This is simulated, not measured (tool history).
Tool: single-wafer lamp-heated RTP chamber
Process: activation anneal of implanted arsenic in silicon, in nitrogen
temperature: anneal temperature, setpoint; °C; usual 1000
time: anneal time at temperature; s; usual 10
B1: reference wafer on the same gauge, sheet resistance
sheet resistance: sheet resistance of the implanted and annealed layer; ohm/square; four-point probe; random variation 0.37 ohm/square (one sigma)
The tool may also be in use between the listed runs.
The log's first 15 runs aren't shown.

run 16 day=51.029 | temperature=979 time=10 | B1=145.49 | sheet_resistance=142.48
-- day=53.588 gauge calibrated
run 17 day=53.817 | temperature=1000 time=10 | B1=147.82 | sheet_resistance=140.91
run 18 day=57.383 | temperature=1016 time=7 | B1=147.20 | sheet_resistance=140.05
run 19 day=60.888 | temperature=972 time=12 | B1=146.82 | sheet_resistance=144.47
run 20 day=63.033 | temperature=970 time=10 | B1=146.54 | sheet_resistance=144.72
-- day=66.154 pyrometer window cleaned and pyrometer calibrated
run 21 day=66.288 | temperature=1024 time=6 | B1=146.30 | sheet_resistance=138.74
run 22 day=69.021 | temperature=991 time=5 | B1=145.99 | sheet_resistance=144.81
run 23 day=71.500 | temperature=1022 time=15 | B1=145.76 | sheet_resistance=133.64
run 24 day=73.900 | temperature=970 time=10 | B1=145.73 | sheet_resistance=144.52
run 25 day=78.092 | temperature=1000 time=15 | B1=145.44 | sheet_resistance=136.08
-- day=80.717 reflector plate cleaned
run 26 day=81.517 | temperature=1000 time=12 | B1=145.25 | sheet_resistance=137.15
run 27 day=83.167 | temperature=1012 time=7 | B1=145.25 | sheet_resistance=138.93
-- day=86.879 pyrometer window cleaned and pyrometer calibrated
run 28 day=87.350 | temperature=982 time=4 | B1=144.98 | sheet_resistance=146.22
run 29 day=95.125 | temperature=1000 time=10 | B1=144.97 | sheet_resistance=138.41
run 30 day=97.138 | temperature=1018 time=14 | B1=144.68 | sheet_resistance=133.61
run 31 day=101.471 | temperature=981 time=13 | B1=144.77 | sheet_resistance=140.07
run 32 day=104.875 | temperature=1025 time=6 | B1=144.67 | sheet_resistance=136.91
run 33 day=107.438 | temperature=1023 time=8 | B1=144.69 | sheet_resistance=135.77
-- day=109.096 pyrometer window cleaned and pyrometer calibrated
run 34 day=109.117 | temperature=971 time=14 | B1=144.53 | sheet_resistance=140.98
-- day=112.304 gauge calibrated
run 35 day=113.050 | temperature=1000 time=10 | B1=148.01 | sheet_resistance=141.11

Forecast each of these 5 alternatives for the next run:
run A day=113.067 | temperature=1000 time=10 | B1=? | sheet_resistance=?
run B day=113.067 | temperature=1000 time=5 | B1=? | sheet_resistance=?
run C day=113.067 | temperature=988 time=16 | B1=? | sheet_resistance=?
run D day=113.067 | temperature=1012 time=10 | B1=? | sheet_resistance=?
run E day=113.067 | temperature=977 time=6 | B1=? | sheet_resistance=?

run=A B1=147.90 sheet_resistance=140.52
run=B B1=147.90 sheet_resistance=145.14
run=C B1=147.90 sheet_resistance=139.57
run=D B1=147.90 sheet_resistance=138.79
run=E B1=147.90 sheet_resistance=147.81
Without the tool's hidden state the same runs would have given:
run=A sheet_resistance=140.51
run=B sheet_resistance=145.13
run=C sheet_resistance=139.57
run=D sheet_resistance=138.79
run=E sheet_resistance=147.81

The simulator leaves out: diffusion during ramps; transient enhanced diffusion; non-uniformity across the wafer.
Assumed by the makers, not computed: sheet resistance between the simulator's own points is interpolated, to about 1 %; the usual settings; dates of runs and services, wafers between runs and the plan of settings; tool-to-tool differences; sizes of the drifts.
